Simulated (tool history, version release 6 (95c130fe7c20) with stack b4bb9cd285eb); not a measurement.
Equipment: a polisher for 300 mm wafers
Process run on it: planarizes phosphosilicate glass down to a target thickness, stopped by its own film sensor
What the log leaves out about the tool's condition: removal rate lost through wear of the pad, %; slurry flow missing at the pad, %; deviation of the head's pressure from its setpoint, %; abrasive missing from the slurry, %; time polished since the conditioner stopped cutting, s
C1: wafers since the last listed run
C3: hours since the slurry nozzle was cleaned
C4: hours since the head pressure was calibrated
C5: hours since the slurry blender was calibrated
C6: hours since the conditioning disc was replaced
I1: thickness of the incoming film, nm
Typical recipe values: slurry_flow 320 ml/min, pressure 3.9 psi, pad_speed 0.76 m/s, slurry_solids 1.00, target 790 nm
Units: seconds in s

{"run": 1, "day": 0.0, "slurry_flow": 255, "pressure": 3.9, "pad_speed": 0.76, "slurry_solids": 1.0, "target": 790, "C1": 0, "wafers polished on this pad": 14, "C3": 510.7, "C4": 687.1, "C5": 313.9, "C6": 59.5, "I1": 1517.2, "seconds": 63.2}
{"day": 0.358, "done": "head pressure recalibrated"}
{"run": 2, "day": 0.379, "slurry_flow": 320, "pressure": 3.9, "pad_speed": 0.76, "slurry_solids": 1.0, "target": 790, "C1": 80, "wafers polished on this pad": 94, "C3": 519.8, "C4": 0.5, "C5": 323.0, "C6": 68.6, "I1": 1502.5, "seconds": 65.9}
{"run": 3, "day": 0.85, "slurry_flow": 375, "pressure": 4.6, "pad_speed": 0.76, "slurry_solids": 1.2, "target": 790, "C1": 128, "wafers polished on this pad": 222, "C3": 531.1, "C4": 11.8, "C5": 334.3, "C6": 79.9, "I1": 1550.0, "seconds": 55.8}
{"run": 4, "day": 1.525, "slurry_flow": 380, "pressure": 3.9, "pad_speed": 0.76, "slurry_solids": 1.0, "target": 790, "C1": 183, "wafers polished on this pad": 406, "C3": 547.3, "C4": 28.0, "C5": 350.5, "C6": 96.1, "I1": 1544.8, "seconds": 70.9}
{"run": 5, "day": 2.162, "slurry_flow": 320, "pressure": 3.0, "pad_speed": 0.88, "slurry_solids": 1.0, "target": 665, "C1": 173, "wafers polished on this pad": 579, "C3": 562.6, "C4": 43.3, "C5": 365.8, "C6": 111.4, "I1": 1527.6, "seconds": 92.7}
{"run": 6, "day": 2.8, "slurry_flow": 425, "pressure": 3.5, "pad_speed": 1.0, "slurry_solids": 1.0, "target": 990, "C1": 173, "wafers polished on this pad": 752, "C3": 577.9, "C4": 58.6, "C5": 381.1, "C6": 126.7, "I1": 1518.0, "seconds": 42.7}
{"run": 7, "day": 3.408, "slurry_flow": 320, "pressure": 3.9, "pad_speed": 0.76, "slurry_solids": 1.0, "target": 790, "C1": 165, "wafers polished on this pad": 918, "C3": 592.5, "C4": 73.2, "C5": 395.7, "C6": 141.3, "I1": 1488.5, "seconds": 66.6}
{"day": 3.679, "done": "slurry nozzle cleaned"}
{"run": 8, "day": 4.083, "slurry_flow": 320, "pressure": 3.9, "pad_speed": 0.76, "slurry_solids": 1.0, "target": 790, "C1": 172, "wafers polished on this pad": 1090, "C3": 9.7, "C4": 89.4, "C5": 411.9, "C6": 157.5, "I1": 1518.7, "seconds": 68.4}
{"day": 4.667, "done": "worn pad replaced by a new one"}
{"run": 9, "day": 4.688, "slurry_flow": 405, "pressure": 3.9, "pad_speed": 0.76, "slurry_solids": 1.0, "target": 790, "C1": 118, "wafers polished on this pad": 5, "C3": 24.2, "C4": 103.9, "C5": 426.4, "C6": 172.0, "I1": 1510.0, "seconds": 63.3}
{"run": 10, "day": 5.142, "slurry_flow": 320, "pressure": 3.9, "pad_speed": 0.76, "slurry_solids": 1.0, "target": 790, "C1": 123, "wafers polished on this pad": 129, "C3": 35.1, "C4": 114.8, "C5": 437.3, "C6": 182.9, "I1": 1529.4, "seconds": 68.7}
{"day": 5.45, "done": "slurry blender recalibrated"}
{"run": 11, "day": 5.738, "slurry_flow": 320, "pressure": 3.4, "pad_speed": 0.98, "slurry_solids": 1.0, "target": 944, "C1": 139, "wafers polished on this pad": 268, "C3": 49.4, "C4": 129.1, "C5": 6.9, "C6": 197.2, "I1": 1516.4, "seconds": 48.8}
{"run": 12, "day": 6.142, "slurry_flow": 320, "pressure": 3.9, "pad_speed": 0.76, "slurry_solids": 1.0, "target": 790, "C1": 109, "wafers polished on this pad": 378, "C3": 59.1, "C4": 138.8, "C5": 16.6, "C6": 206.9, "I1": 1546.8, "seconds": 69.7}
{"day": 6.258, "done": "conditioning disc replaced and pad reconditioned"}
{"run": 13, "day": 6.688, "slurry_flow": 395, "pressure": 3.9, "pad_speed": 0.82, "slurry_solids": 1.25, "target": 546, "C1": 125, "wafers polished on this pad": 504, "C3": 72.2, "C4": 151.9, "C5": 29.7, "C6": 10.3, "I1": 1515.4, "seconds": 75.9}
{"run": 14, "day": 7.575, "slurry_flow": 320, "pressure": 3.9, "pad_speed": 0.68, "slurry_solids": 0.85, "target": 885, "C1": 241, "wafers polished on this pad": 745, "C3": 93.5, "C4": 173.2, "C5": 51.0, "C6": 31.6, "I1": 1516.8, "seconds": 65.6}
{"run": 15, "day": 7.954, "slurry_flow": 320, "pressure": 3.9, "pad_speed": 0.76, "slurry_solids": 1.0, "target": 790, "C1": 103, "wafers polished on this pad": 848, "C3": 102.6, "C4": 182.3, "C5": 60.1, "C6": 40.7, "I1": 1504.6, "seconds": 65.8}
{"run": 16, "day": 8.375, "slurry_flow": 320, "pressure": 3.9, "pad_speed": 0.76, "slurry_solids": 1.0, "target": 790, "C1": 114, "wafers polished on this pad": 963, "C3": 112.7, "C4": 192.4, "C5": 70.2, "C6": 50.8, "I1": 1552.9, "seconds": 70.8}
{"run": 17, "day": 8.917, "slurry_flow": 320, "pressure": 3.9, "pad_speed": 0.76, "slurry_solids": 1.25, "target": 790, "C1": 147, "wafers polished on this pad": 1110, "C3": 125.7, "C4": 205.4, "C5": 83.2, "C6": 63.8, "I1": 1543.3, "seconds": 62.7}
{"run": 18, "day": 9.233, "slurry_flow": 320, "pressure": 3.9, "pad_speed": 0.76, "slurry_solids": 1.0, "target": 790, "C1": 86, "wafers polished on this pad": 1196, "C3": 133.3, "C4": 213.0, "C5": 90.8, "C6": 71.4, "I1": 1534.3, "seconds": 66.1}
{"run": 19, "day": 9.5, "slurry_flow": 215, "pressure": 3.9, "pad_speed": 0.86, "slurry_solids": 1.15, "target": 790, "C1": 72, "wafers polished on this pad": 1268, "C3": 139.7, "C4": 219.4, "C5": 97.2, "C6": 77.8, "I1": 1543.6, "seconds": 61.9}
{"day": 10.238, "done": "worn pad replaced by a new one"}
{"run": 20, "day": 10.258, "slurry_flow": 320, "pressure": 3.9, "pad_speed": 0.88, "slurry_solids": 0.8, "target": 1018, "C1": 160, "wafers polished on this pad": 5, "C3": 157.9, "C4": 237.6, "C5": 115.4, "C6": 96.0, "I1": 1510.9, "seconds": 44.1}
{"run": 21, "day": 10.383, "slurry_flow": 320, "pressure": 3.9, "pad_speed": 1.0, "slurry_solids": 1.0, "target": 790, "C1": 33, "wafers polished on this pad": 39, "C3": 160.9, "C4": 240.6, "C5": 118.4, "C6": 99.0, "I1": 1506.6, "seconds": 50.5}
{"run": 22, "day": 11.129, "slurry_flow": 235, "pressure": 4.8, "pad_speed": 0.66, "slurry_solids": 1.0, "target": 790, "C1": 202, "wafers polished on this pad": 242, "C3": 178.8, "C4": 258.5, "C5": 136.3, "C6": 116.9, "I1": 1505.4, "seconds": 61.2}
{"run": 23, "day": 11.608, "slurry_flow": 320, "pressure": 2.9, "pad_speed": 1.0, "slurry_solids": 1.2, "target": 538, "C1": 130, "wafers polished on this pad": 372, "C3": 190.3, "C4": 270.0, "C5": 147.8, "C6": 128.4, "I1": 1533.3, "seconds": 91.7}
{"run": 24, "day": 11.946, "slurry_flow": 355, "pressure": 5.3, "pad_speed": 0.76, "slurry_solids": 1.0, "target": 577, "C1": 91, "wafers polished on this pad": 464, "C3": 198.4, "C4": 278.1, "C5": 155.9, "C6": 136.5, "I1": 1516.7, "seconds": 61.6}

For run 25, what comes out?
{"run": 25, "day": 12.367, "slurry_flow": 320, "pressure": 3.9, "pad_speed": 0.76, "slurry_solids": 0.75, "target": 563, "C1": 114, "wafers polished on this pad": 578, "C3": 208.5, "C4": 288.2, "C5": 166.0, "C6": 146.6, "I1": 1526.0, "seconds": "?"}

{"run 25": {"seconds": 95.0}}
On a tool with no hidden condition, and with the same random variation, this run would have come out at seconds 98.7 s.
